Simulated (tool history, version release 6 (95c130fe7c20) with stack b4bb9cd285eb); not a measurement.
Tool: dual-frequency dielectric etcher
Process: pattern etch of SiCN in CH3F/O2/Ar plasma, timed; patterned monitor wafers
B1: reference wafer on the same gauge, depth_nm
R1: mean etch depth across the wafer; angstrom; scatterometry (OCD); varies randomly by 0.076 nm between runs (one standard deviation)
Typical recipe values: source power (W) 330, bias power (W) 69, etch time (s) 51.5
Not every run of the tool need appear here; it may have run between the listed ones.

{"run": 1, "day": 0.0, "source power (W)": 330, "bias power (W)": 69, "etch time (s)": 39.5, "B1": 18.94, "R1": 122.0}
{"run": 2, "day": 3.554, "source power (W)": 330, "bias power (W)": 69, "etch time (s)": 51.5, "B1": 18.91, "R1": 161.8}
{"run": 3, "day": 6.542, "source power (W)": 290, "bias power (W)": 69, "etch time (s)": 51.5, "B1": 18.93, "R1": 155.8}
{"run": 4, "day": 10.325, "source power (W)": 290, "bias power (W)": 69, "etch time (s)": 51.5, "B1": 18.92, "R1": 157.5}
{"run": 5, "day": 13.462, "source power (W)": 300, "bias power (W)": 69, "etch time (s)": 51.5, "B1": 18.89, "R1": 159.3}
{"run": 6, "day": 15.429, "source power (W)": 330, "bias power (W)": 69, "etch time (s)": 51.5, "B1": 18.87, "R1": 163.9}
{"day": 17.379, "done": "wet clean of the chamber"}
{"run": 7, "day": 20.779, "source power (W)": 330, "bias power (W)": 69, "etch time (s)": 51.5, "B1": 18.88, "R1": 161.9}
{"run": 8, "day": 23.4, "source power (W)": 330, "bias power (W)": 69, "etch time (s)": 58.0, "B1": 18.92, "R1": 182.7}
{"day": 26.071, "done": "bias power generator calibrated"}
{"run": 9, "day": 27.167, "source power (W)": 330, "bias power (W)": 69, "etch time (s)": 58.0, "B1": 18.88, "R1": 182.6}
{"run": 10, "day": 30.192, "source power (W)": 330, "bias power (W)": 69, "etch time (s)": 58.0, "B1": 18.89, "R1": 184.1}
{"run": 11, "day": 34.017, "source power (W)": 330, "bias power (W)": 69, "etch time (s)": 51.5, "B1": 18.92, "R1": 164.6}
{"day": 37.85, "done": "wet clean of the chamber"}
{"run": 12, "day": 38.125, "source power (W)": 330, "bias power (W)": 69, "etch time (s)": 51.5, "B1": 18.92, "R1": 160.0}
{"run": 13, "day": 41.467, "source power (W)": 330, "bias power (W)": 69, "etch time (s)": 66.5, "B1": 18.88, "R1": 208.1}
{"run": 14, "day": 43.146, "source power (W)": 390, "bias power (W)": 56, "etch time (s)": 51.5, "B1": 18.91, "R1": 152.1}
{"run": 15, "day": 45.333, "source power (W)": 330, "bias power (W)": 69, "etch time (s)": 51.5, "B1": 18.89, "R1": 163.6}
{"day": 47.921, "done": "gauge calibrated"}
{"run": 16, "day": 48.071, "source power (W)": 330, "bias power (W)": 56, "etch time (s)": 51.5, "B1": 18.87, "R1": 145.7}
{"run": 17, "day": 51.067, "source power (W)": 380, "bias power (W)": 56, "etch time (s)": 36.0, "B1": 18.9, "R1": 106.4}
{"day": 54.854, "done": "source power generator calibrated"}
{"day": 55.412, "done": "upper electrode replaced"}
{"run": 18, "day": 55.433, "source power (W)": 330, "bias power (W)": 53, "etch time (s)": 38.0, "B1": 18.93, "R1": 105.5}
{"run": 19, "day": 56.592, "source power (W)": 330, "bias power (W)": 69, "etch time (s)": 51.5, "B1": 18.89, "R1": 164.1}
{"day": 58.971, "done": "wet clean of the chamber"}
{"run": 20, "day": 58.992, "source power (W)": 350, "bias power (W)": 83, "etch time (s)": 61.0, "B1": 18.91, "R1": 212.6}
{"run": 21, "day": 59.921, "source power (W)": 400, "bias power (W)": 74, "etch time (s)": 64.5, "B1": 18.88, "R1": 222.1}
{"run": 22, "day": 61.754, "source power (W)": 360, "bias power (W)": 54, "etch time (s)": 64.5, "B1": 18.9, "R1": 182.0}
{"run": 23, "day": 66.208, "source power (W)": 330, "bias power (W)": 80, "etch time (s)": 39.5, "B1": 18.88, "R1": 134.3}
{"run": 24, "day": 69.804, "source power (W)": 300, "bias power (W)": 58, "etch time (s)": 62.5, "B1": 18.89, "R1": 178.5}
{"run": 25, "day": 72.8, "source power (W)": 330, "bias power (W)": 69, "etch time (s)": 43.5, "B1": 18.92, "R1": 139.3}

Alternative continuations, all from the tool just after run 25; predict every row:
{"run": "A", "day": 72.817, "source power (W)": 330, "bias power (W)": 69, "etch time (s)": 51.5, "B1": "?", "R1": "?"}
{"run": "B", "day": 72.817, "source power (W)": 350, "bias power (W)": 55, "etch time (s)": 51.5, "B1": "?", "R1": "?"}
{"run": "C", "day": 72.817, "source power (W)": 330, "bias power (W)": 82, "etch time (s)": 42.0, "B1": "?", "R1": "?"}
{"run": "D", "day": 72.817, "source power (W)": 330, "bias power (W)": 69, "etch time (s)": 64.5, "B1": "?", "R1": "?"}
{"run": "E", "day": 72.817, "source power (W)": 380, "bias power (W)": 59, "etch time (s)": 39.0, "B1": "?", "R1": "?"}

run=A B1=18.89 R1=164.9
run=B B1=18.89 R1=148.4
run=C B1=18.89 R1=147.1
run=D B1=18.89 R1=206.6
run=E B1=18.89 R1=119.5
The same runs, with their run-to-run variation unchanged, on a tool lacking any hidden condition would have given:
run=A R1=160.3
run=B R1=144.3
run=C R1=143.0
run=D R1=200.8
run=E R1=116.1
